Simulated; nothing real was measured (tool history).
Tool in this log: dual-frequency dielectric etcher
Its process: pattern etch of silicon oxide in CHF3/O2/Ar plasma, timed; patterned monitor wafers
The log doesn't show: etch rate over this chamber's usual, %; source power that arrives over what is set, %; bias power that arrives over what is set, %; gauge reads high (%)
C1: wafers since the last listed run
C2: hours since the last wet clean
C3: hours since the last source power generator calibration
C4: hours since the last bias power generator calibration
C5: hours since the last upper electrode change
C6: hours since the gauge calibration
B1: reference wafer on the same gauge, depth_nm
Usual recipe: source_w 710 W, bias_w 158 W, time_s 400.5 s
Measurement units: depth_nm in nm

Run 1, hour 0: usual settings; C1 0; C2 390.2; C3 598.1; C4 2760.1; C5 2875.6; C6 356.3; B1 880.6. Result: depth_nm 768.1 nm.
At hour 85.5: wet clean of the chamber.
Run 2, hour 86: usual settings; C1 165; C2 0.5; C3 684.1; C4 2846.1; C5 2961.6; C6 442.3; B1 880.2. Result: depth_nm 760.1 nm.
Run 3, hour 119.7: usual settings but source_w 790 W; C1 89; C2 34.2; C3 717.8; C4 2879.8; C5 2995.3; C6 476; B1 880.2. Result: depth_nm 792.6 nm.
Run 4, hour 191.5: usual settings; C1 191; C2 106; C3 789.6; C4 2951.6; C5 3067.1; C6 547.8; B1 880.7. Result: depth_nm 770.6 nm.
Run 5, hour 253: usual settings; C1 164; C2 167.5; C3 851.1; C4 3013.1; C5 3128.6; C6 609.3; B1 881.2. Result: depth_nm 763.4 nm.
Run 6, hour 282.5: usual settings; C1 78; C2 197; C3 880.6; C4 3042.6; C5 3158.1; C6 638.8; B1 881.7. Result: depth_nm 767.5 nm.
Run 7, hour 350.4: usual settings; C1 181; C2 264.9; C3 948.5; C4 3110.5; C5 3226; C6 706.7; B1 879.9. Result: depth_nm 772.3 nm.
Run 8, hour 421.2: usual settings; C1 188; C2 335.7; C3 1019.3; C4 3181.3; C5 3296.8; C6 777.5; B1 880.1. Result: depth_nm 782.7 nm.
Run 9, hour 488.4: usual settings; C1 179; C2 402.9; C3 1086.5; C4 3248.5; C5 3364; C6 844.7; B1 879.8. Result: depth_nm 780.7 nm.
At hour 505.6: gauge calibrated.
At hour 528.8: wet clean of the chamber.
Run 10, hour 529.3: usual settings but source_w 590 W, time_s 450.5 s; C1 45; C2 0.5; C3 1127.4; C4 3289.4; C5 3404.9; C6 23.7; B1 879.4. Result: depth_nm 809.4 nm.
Run 11, hour 543.7: usual settings; C1 38; C2 14.9; C3 1141.8; C4 3303.8; C5 3419.3; C6 38.1; B1 880.1. Result: depth_nm 769.1 nm.
At hour 580: upper electrode replaced.
Run 12, hour 614.1: usual settings; C1 123; C2 85.3; C3 1212.2; C4 3374.2; C5 34.1; C6 108.5; B1 880.4. Result: depth_nm 771 nm.
Run 13, hour 656.6: usual settings but source_w 820 W; C1 113; C2 127.8; C3 1254.7; C4 3416.7; C5 76.6; C6 151; B1 880.8. Result: depth_nm 810.6 nm.
Run 14, hour 714.6: usual settings but source_w 820 W, bias_w 145 W, time_s 295.5 s; C1 154; C2 185.8; C3 1312.7; C4 3474.7; C5 134.6; C6 209; B1 880.8. Result: depth_nm 578.7 nm.
Run 15, hour 752.7: usual settings but time_s 282 s; C1 101; C2 223.9; C3 1350.8; C4 3512.8; C5 172.7; C6 247.1; B1 878.8. Result: depth_nm 546.8 nm.
Run 16, hour 818: usual settings; C1 174; C2 289.2; C3 1416.1; C4 3578.1; C5 238; C6 312.4; B1 879. Result: depth_nm 782.9 nm.
Run 17, hour 864.4: usual settings but time_s 359 s; C1 123; C2 335.6; C3 1462.5; C4 3624.5; C5 284.4; C6 358.8; B1 879.2. Result: depth_nm 698.2 nm.
At hour 883.8: bias power generator calibrated.
Run 18, hour 917.5: usual settings but time_s 486 s; C1 131; C2 388.7; C3 1515.6; C4 33.7; C5 337.5; C6 411.9; B1 880.2. Result: depth_nm 955 nm.
At hour 950.4: source power generator calibrated.
At hour 988: wet clean of the chamber.
Run 19, hour 988.5: usual settings but source_w 810 W, bias_w 140 W, time_s 444.5 s; C1 114; C2 0.5; C3 38.1; C4 104.7; C5 408.5; C6 482.9; B1 881.1. Result: depth_nm 829.9 nm.
Run 20, hour 1024.1: usual settings but source_w 830 W, bias_w 141 W, time_s 490 s; C1 94; C2 36.1; C3 73.7; C4 140.3; C5 444.1; C6 518.5; B1 881.1. Result: depth_nm 929.1 nm.
Run 21, hour 1057.5: usual settings but source_w 640 W, bias_w 148 W, time_s 331 s; C1 89; C2 69.5; C3 107.1; C4 173.7; C5 477.5; C6 551.9; B1 880.3. Result: depth_nm 588.9 nm.
Run 22, hour 1099.9: usual settings; C1 113; C2 111.9; C3 149.5; C4 216.1; C5 519.9; C6 594.3; B1 880.2. Result: depth_nm 763.7 nm.
Run 23, hour 1142.7: usual settings but source_w 840 W; C1 114; C2 154.7; C3 192.3; C4 258.9; C5 562.7; C6 637.1; B1 879.5. Result: depth_nm 809.9 nm.
Run 24, hour 1168: usual settings but source_w 540 W, time_s 317 s; C1 67; C2 180; C3 217.6; C4 284.2; C5 588; C6 662.4; B1 880. Result: depth_nm 547.8 nm.
Run 25, hour 1206.8: usual settings but source_w 760 W, bias_w 185 W, time_s 368.5 s; C1 103; C2 218.8; C3 256.4; C4 323; C5 626.8; C6 701.2; B1 880.3. Result: depth_nm 773 nm.
At hour 1304: gauge calibrated.
At hour 1352.3: wet clean of the chamber.
Run 26, hour 1352.8: usual settings; C1 325; C2 0.5; C3 402.4; C4 469; C5 772.8; C6 48.8; B1 878.3. Result: depth_nm 756.2 nm.
Run 27, hour 1377.7: usual settings but bias_w 138 W; C1 66; C2 25.4; C3 427.3; C4 493.9; C5 797.7; C6 73.7; B1 879.9. Result: depth_nm 710 nm.
Run 28, hour 1435.1: usual settings but bias_w 169 W; C1 153; C2 82.8; C3 484.7; C4 551.3; C5 855.1; C6 131.1; B1 880.5. Result: depth_nm 783.1 nm.

Branching from run 28: 5 alternative next runs. What would each branch give?
Run A, hour 1435.6: usual settings but bias_w 177 W; C1 1; C2 83.3; C3 485.2; C4 551.8; C5 855.6; C6 131.6; B1 ?. Result: depth_nm ?.
Run B, hour 1435.6: usual settings but time_s 341 s; C1 1; C2 83.3; C3 485.2; C4 551.8; C5 855.6; C6 131.6; B1 ?. Result: depth_nm ?.
Run C, hour 1435.6: usual settings but source_w 880 W, time_s 496.5 s; C1 1; C2 83.3; C3 485.2; C4 551.8; C5 855.6; C6 131.6; B1 ?. Result: depth_nm ?.
Run D, hour 1435.6: usual settings but bias_w 195 W, time_s 507.5 s; C1 1; C2 83.3; C3 485.2; C4 551.8; C5 855.6; C6 131.6; B1 ?. Result: depth_nm ?.
Run E, hour 1435.6: usual settings but bias_w 182 W; C1 1; C2 83.3; C3 485.2; C4 551.8; C5 855.6; C6 131.6; B1 ?. Result: depth_nm ?.

run   B1  depth_nm
  A  880       802
  B  880     647.9
  C  880    1019.5
  D  880    1062.2
  E  880     812.3
What these runs would have given with no unlogged condition in the tool:
run  depth_nm
  A     798.1
  B     644.8
  C    1014.6
  D      1057
  E     808.3
